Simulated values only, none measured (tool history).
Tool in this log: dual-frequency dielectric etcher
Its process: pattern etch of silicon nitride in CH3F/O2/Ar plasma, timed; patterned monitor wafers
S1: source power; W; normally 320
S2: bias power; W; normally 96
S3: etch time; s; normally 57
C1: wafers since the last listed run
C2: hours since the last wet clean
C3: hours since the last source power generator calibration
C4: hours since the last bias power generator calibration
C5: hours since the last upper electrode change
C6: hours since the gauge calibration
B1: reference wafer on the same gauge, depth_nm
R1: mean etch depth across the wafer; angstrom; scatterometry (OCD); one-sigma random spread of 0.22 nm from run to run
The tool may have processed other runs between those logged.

{"run": 1, "hour": 0.0, "S1": 320, "S2": 96, "S3": 57, "C1": 0, "C2": 233.9, "C3": 5148.5, "C4": 1521.3, "C5": 5095.6, "C6": 774.1, "B1": 35.68, "R1": 373.5}
{"hour": 2.4, "done": "gauge calibrated"}
{"run": 2, "hour": 41.4, "S1": 320, "S2": 96, "S3": 57, "C1": 483, "C2": 275.3, "C3": 5189.9, "C4": 1562.7, "C5": 5137, "C6": 39, "B1": 35.57, "R1": 378.4}
{"run": 3, "hour": 122.9, "S1": 320, "S2": 96, "S3": 57, "C1": 951, "C2": 356.8, "C3": 5271.4, "C4": 1644.2, "C5": 5218.5, "C6": 120.5, "B1": 35.57, "R1": 386.1}
{"run": 4, "hour": 168.0, "S1": 320, "S2": 96, "S3": 57, "C1": 526, "C2": 401.9, "C3": 5316.5, "C4": 1689.3, "C5": 5263.6, "C6": 165.6, "B1": 35.61, "R1": 382.8}
{"hour": 205.7, "done": "wet clean of the chamber"}
{"run": 5, "hour": 206.2, "S1": 320, "S2": 96, "S3": 57, "C1": 165, "C2": 0.5, "C3": 5354.7, "C4": 1727.5, "C5": 5301.8, "C6": 203.8, "B1": 35.55, "R1": 360.7}
{"run": 6, "hour": 261.8, "S1": 320, "S2": 96, "S3": 57, "C1": 649, "C2": 56.1, "C3": 5410.3, "C4": 1783.1, "C5": 5357.4, "C6": 259.4, "B1": 35.64, "R1": 360.9}
{"run": 7, "hour": 329.8, "S1": 320, "S2": 96, "S3": 57, "C1": 794, "C2": 124.1, "C3": 5478.3, "C4": 1851.1, "C5": 5425.4, "C6": 327.4, "B1": 35.62, "R1": 365.7}
{"hour": 371.4, "done": "source power generator calibrated"}
{"run": 8, "hour": 383.4, "S1": 320, "S2": 96, "S3": 57, "C1": 579, "C2": 177.7, "C3": 12, "C4": 1904.7, "C5": 5479, "C6": 381, "B1": 35.64, "R1": 365.3}
{"run": 9, "hour": 432.5, "S1": 320, "S2": 96, "S3": 57, "C1": 573, "C2": 226.8, "C3": 61.1, "C4": 1953.8, "C5": 5528.1, "C6": 430.1, "B1": 35.59, "R1": 368.2}
{"run": 10, "hour": 503.4, "S1": 320, "S2": 96, "S3": 57, "C1": 827, "C2": 297.7, "C3": 132, "C4": 2024.7, "C5": 5599, "C6": 501, "B1": 35.63, "R1": 377.1}
{"run": 11, "hour": 534.7, "S1": 320, "S2": 82, "S3": 57, "C1": 365, "C2": 329, "C3": 163.3, "C4": 2056, "C5": 5630.3, "C6": 532.3, "B1": 35.68, "R1": 353.8}
{"run": 12, "hour": 587.4, "S1": 320, "S2": 96, "S3": 57, "C1": 615, "C2": 381.7, "C3": 216, "C4": 2108.7, "C5": 5683, "C6": 585, "B1": 35.58, "R1": 374.1}
{"hour": 613.2, "done": "wet clean of the chamber"}
{"hour": 620.6, "done": "upper electrode replaced, of another model than before"}
{"run": 13, "hour": 642.2, "S1": 320, "S2": 96, "S3": 48, "C1": 273, "C2": 29, "C3": 270.8, "C4": 2163.5, "C5": 21.6, "C6": 639.8, "B1": 35.62, "R1": 307.9}
{"run": 14, "hour": 682.3, "S1": 400, "S2": 96, "S3": 57, "C1": 468, "C2": 69.1, "C3": 310.9, "C4": 2203.6, "C5": 61.7, "C6": 679.9, "B1": 35.58, "R1": 386.9}
{"run": 15, "hour": 722.0, "S1": 390, "S2": 96, "S3": 63, "C1": 463, "C2": 108.8, "C3": 350.6, "C4": 2243.3, "C5": 101.4, "C6": 719.6, "B1": 35.58, "R1": 434.2}
{"hour": 738.6, "done": "gauge calibrated"}
{"hour": 759.7, "done": "bias power generator calibrated"}
{"run": 16, "hour": 776.0, "S1": 270, "S2": 96, "S3": 57, "C1": 583, "C2": 162.8, "C3": 404.6, "C4": 16.3, "C5": 155.4, "C6": 37.4, "B1": 35.58, "R1": 357.9}
{"run": 17, "hour": 824.1, "S1": 320, "S2": 108, "S3": 47.5, "C1": 561, "C2": 210.9, "C3": 452.7, "C4": 64.4, "C5": 203.5, "C6": 85.5, "B1": 35.61, "R1": 320.5}
{"run": 18, "hour": 858.0, "S1": 320, "S2": 96, "S3": 57, "C1": 395, "C2": 244.8, "C3": 486.6, "C4": 98.3, "C5": 237.4, "C6": 119.4, "B1": 35.66, "R1": 375.4}
{"run": 19, "hour": 923.2, "S1": 320, "S2": 74, "S3": 46, "C1": 761, "C2": 310, "C3": 551.8, "C4": 163.5, "C5": 302.6, "C6": 184.6, "B1": 35.66, "R1": 295.5}
{"run": 20, "hour": 981.6, "S1": 350, "S2": 103, "S3": 61.5, "C1": 681, "C2": 368.4, "C3": 610.2, "C4": 221.9, "C5": 361, "C6": 243, "B1": 35.59, "R1": 426.4}

Give the tool's hidden conditions for every run:
source power that arrives over what is set, %: 0 at every run
bias power that arrives over what is set, %: 0 at every run
gauge reads high (%): 0 at every run
H1: etch rate over this chamber's usual, %
run=1 H1=3.46
run=2 H1=4
run=3 H1=5.05
run=4 H1=5.64
run=5 H1=-1.47
run=6 H1=-0.75
run=7 H1=0.132
run=8 H1=0.827
run=9 H1=1.46
run=10 H1=2.38
run=11 H1=2.79
run=12 H1=3.47
run=13 H1=0.565
run=14 H1=1.09
run=15 H1=1.6
run=16 H1=2.3
run=17 H1=2.92
run=18 H1=3.36
run=19 H1=4.21
run=20 H1=4.97
